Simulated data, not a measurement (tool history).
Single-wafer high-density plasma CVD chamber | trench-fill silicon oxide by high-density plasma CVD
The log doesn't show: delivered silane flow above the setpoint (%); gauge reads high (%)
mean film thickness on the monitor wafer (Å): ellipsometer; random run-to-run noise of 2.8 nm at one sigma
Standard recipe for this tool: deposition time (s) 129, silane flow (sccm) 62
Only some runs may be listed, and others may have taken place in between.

run,hour,deposition time (s),silane flow (sccm),wafers since the last listed run,hours since the silane flow controller was replaced,hours since the gauge calibration,"read-back reference wafer on the same gauge, thickness_nm",mean film thickness on the monitor wafer (Å)
1,0,129,62,0,3020.2,157.8,639.899,8105.06
2,281.3,129,62,4049,3301.5,439.1,639.849,8128.03
3,378.3,129,62,1396,3398.5,536.1,639.835,8098.91
4,452.5,129,62,1068,3472.7,610.3,638.813,8115.85
5,535.2,129,62,1190,3555.4,693,638.583,8115.63
6,845.8,115,62,4471,3866,1003.6,640.583,7290.9
7,931.6,115,62,1235,3951.8,1089.4,639.93,7298.87
8,1019.3,115,62,1262,4039.5,1177.1,639.739,7319.84
9,1259.2,109,62,3453,4279.4,1417,639.313,6959.02
10,1345,109,62,1235,4365.2,1502.8,639.006,6958.82
11,1431.5,129,62,1245,4451.7,1589.3,639.007,8302.35
# hour 1477.1: silane flow controller replaced
12,1497.3,129,62,832,20.2,1655.1,639.768,7838.07
13,1700.7,129,62,2928,223.6,1858.5,639.911,7940.74
14,1805.2,129,62,1504,328.1,1963,639.198,7897.05
15,1847.9,129,62,614,370.8,2005.7,640.049,7885.97
16,1897.8,129,62,718,420.7,2055.6,640.66,7873.11
17,1987.5,129,62,1291,510.4,2145.3,639.933,7885.52
18,2080.2,129,62,1334,603.1,2238,639.72,7847.24
19,2127.3,112,58,678,650.2,2285.1,640.757,6413.53
20,2177.8,129,68,726,700.7,2335.6,639.682,8611.32
21,2260.4,129,62,1189,783.3,2418.2,641.084,7898.24
22,2299,129,62,555,821.9,2456.8,639.408,7894.59
23,2372.9,108,56,1063,895.8,2530.7,640.609,5980.25
24,2470.9,129,62,1410,993.8,2628.7,639.93,7899.35
25,2549.7,147,53,1134,1072.6,2707.5,640.007,7661.17
26,2603.3,108,72,771,1126.2,2761.1,640.596,7673.71
27,2694.8,129,62,1317,1217.7,2852.6,640.569,7933.44
# hour 2878.7: gauge calibrated
28,2930.1,147,66,3387,1453,51.4,639.873,9679.18
29,2972,129,62,603,1494.9,93.3,639.649,7910.52
30,3053.2,138,69,1168,1576.1,174.5,639.74,9441.53
31,3150,142,57,1393,1672.9,271.3,639.807,8031.54
32,3235.9,129,62,1236,1758.8,357.2,640.326,7925.37
33,3326.7,148,73,1307,1849.6,448,640.727,10722.1
34,3390.8,147,57,922,1913.7,512.1,640.304,8320.07
35,3491.6,150,62,1451,2014.5,612.9,639.439,9241.76
36,3563.2,147,62,1030,2086.1,684.5,639.098,9085.5
37,3644.6,129,62,1171,2167.5,765.9,640.297,8011.88

What was the tool's hidden state at every run in the log?
gauge reads high (%): 0 on each run
H1: delivered silane flow above the setpoint (%)
run,H1
1,2.29
2,2.79
3,2.97
4,3.11
5,3.27
6,3.91
7,4.1
8,4.29
9,4.84
10,5.05
11,5.26
12,0.132
13,0.145
14,0.161
15,0.17
16,0.181
17,0.204
18,0.232
19,0.249
20,0.268
21,0.302
22,0.319
23,0.354
24,0.406
25,0.451
26,0.483
27,0.543
28,0.717
29,0.752
30,0.821
31,0.908
32,0.99
33,1.08
34,1.15
35,1.26
36,1.34
37,1.44

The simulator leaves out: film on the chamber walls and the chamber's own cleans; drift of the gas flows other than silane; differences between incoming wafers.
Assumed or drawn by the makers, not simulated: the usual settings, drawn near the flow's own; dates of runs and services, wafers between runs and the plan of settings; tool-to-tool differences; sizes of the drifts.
